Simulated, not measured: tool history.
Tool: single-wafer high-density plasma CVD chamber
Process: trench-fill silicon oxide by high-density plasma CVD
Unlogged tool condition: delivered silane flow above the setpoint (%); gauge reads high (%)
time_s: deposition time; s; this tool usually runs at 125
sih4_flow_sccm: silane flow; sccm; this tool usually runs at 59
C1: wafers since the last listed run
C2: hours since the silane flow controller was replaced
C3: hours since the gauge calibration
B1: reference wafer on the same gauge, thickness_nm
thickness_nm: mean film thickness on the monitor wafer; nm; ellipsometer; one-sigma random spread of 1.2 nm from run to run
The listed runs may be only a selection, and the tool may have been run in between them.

{"run": 1, "hour": 0.0, "time_s": 125, "sih4_flow_sccm": 59, "C1": 0, "C2": 4649.0, "C3": 188.4, "B1": 832.688, "thickness_nm": 810.088}
{"run": 2, "hour": 12.6, "time_s": 125, "sih4_flow_sccm": 59, "C1": 122, "C2": 4661.6, "C3": 201.0, "B1": 832.159, "thickness_nm": 811.115}
{"run": 3, "hour": 20.2, "time_s": 125, "sih4_flow_sccm": 59, "C1": 74, "C2": 4669.2, "C3": 208.6, "B1": 832.531, "thickness_nm": 806.585}
{"run": 4, "hour": 37.5, "time_s": 125, "sih4_flow_sccm": 59, "C1": 168, "C2": 4686.5, "C3": 225.9, "B1": 831.584, "thickness_nm": 810.657}
{"run": 5, "hour": 46.0, "time_s": 125, "sih4_flow_sccm": 65, "C1": 82, "C2": 4695.0, "C3": 234.4, "B1": 831.576, "thickness_nm": 882.693}
{"run": 6, "hour": 62.8, "time_s": 125, "sih4_flow_sccm": 59, "C1": 163, "C2": 4711.8, "C3": 251.2, "B1": 831.799, "thickness_nm": 807.982}
{"run": 7, "hour": 72.8, "time_s": 125, "sih4_flow_sccm": 59, "C1": 97, "C2": 4721.8, "C3": 261.2, "B1": 831.494, "thickness_nm": 807.7}
{"run": 8, "hour": 82.8, "time_s": 143, "sih4_flow_sccm": 59, "C1": 97, "C2": 4731.8, "C3": 271.2, "B1": 831.158, "thickness_nm": 925.081}
{"run": 9, "hour": 93.2, "time_s": 143, "sih4_flow_sccm": 59, "C1": 101, "C2": 4742.2, "C3": 281.6, "B1": 831.651, "thickness_nm": 924.182}
{"run": 10, "hour": 100.7, "time_s": 125, "sih4_flow_sccm": 59, "C1": 73, "C2": 4749.7, "C3": 289.1, "B1": 831.822, "thickness_nm": 810.751}
{"run": 11, "hour": 107.2, "time_s": 125, "sih4_flow_sccm": 59, "C1": 63, "C2": 4756.2, "C3": 295.6, "B1": 831.392, "thickness_nm": 808.546}
{"hour": 121.8, "done": "gauge calibrated"}
{"run": 12, "hour": 122.0, "time_s": 125, "sih4_flow_sccm": 59, "C1": 144, "C2": 4771.0, "C3": 0.2, "B1": 839.786, "thickness_nm": 817.485}
{"run": 13, "hour": 129.7, "time_s": 130, "sih4_flow_sccm": 59, "C1": 75, "C2": 4778.7, "C3": 7.9, "B1": 839.236, "thickness_nm": 849.162}
{"run": 14, "hour": 145.9, "time_s": 130, "sih4_flow_sccm": 59, "C1": 157, "C2": 4794.9, "C3": 24.1, "B1": 837.786, "thickness_nm": 847.746}
{"run": 15, "hour": 156.4, "time_s": 125, "sih4_flow_sccm": 59, "C1": 102, "C2": 4805.4, "C3": 34.6, "B1": 836.925, "thickness_nm": 816.341}
{"run": 16, "hour": 163.5, "time_s": 107, "sih4_flow_sccm": 54, "C1": 69, "C2": 4812.5, "C3": 41.7, "B1": 836.376, "thickness_nm": 642.784}
{"run": 17, "hour": 198.7, "time_s": 141, "sih4_flow_sccm": 59, "C1": 343, "C2": 4847.7, "C3": 76.9, "B1": 834.706, "thickness_nm": 914.134}
{"run": 18, "hour": 206.7, "time_s": 140, "sih4_flow_sccm": 67, "C1": 77, "C2": 4855.7, "C3": 84.9, "B1": 834.747, "thickness_nm": 1020.947}
{"run": 19, "hour": 213.6, "time_s": 125, "sih4_flow_sccm": 59, "C1": 67, "C2": 4862.6, "C3": 91.8, "B1": 834.114, "thickness_nm": 810.493}

What does the tool deliver on the next run?
{"run": 20, "hour": 222.0, "time_s": 140, "sih4_flow_sccm": 59, "C1": 81, "C2": 4871.0, "C3": 100.2, "B1": "?", "thickness_nm": "?"}

B1: 833.708
thickness_nm: 908.936 nm
On a tool with no hidden condition, and with the same random variation, this run would have come out at thickness_nm 916.975 nm.
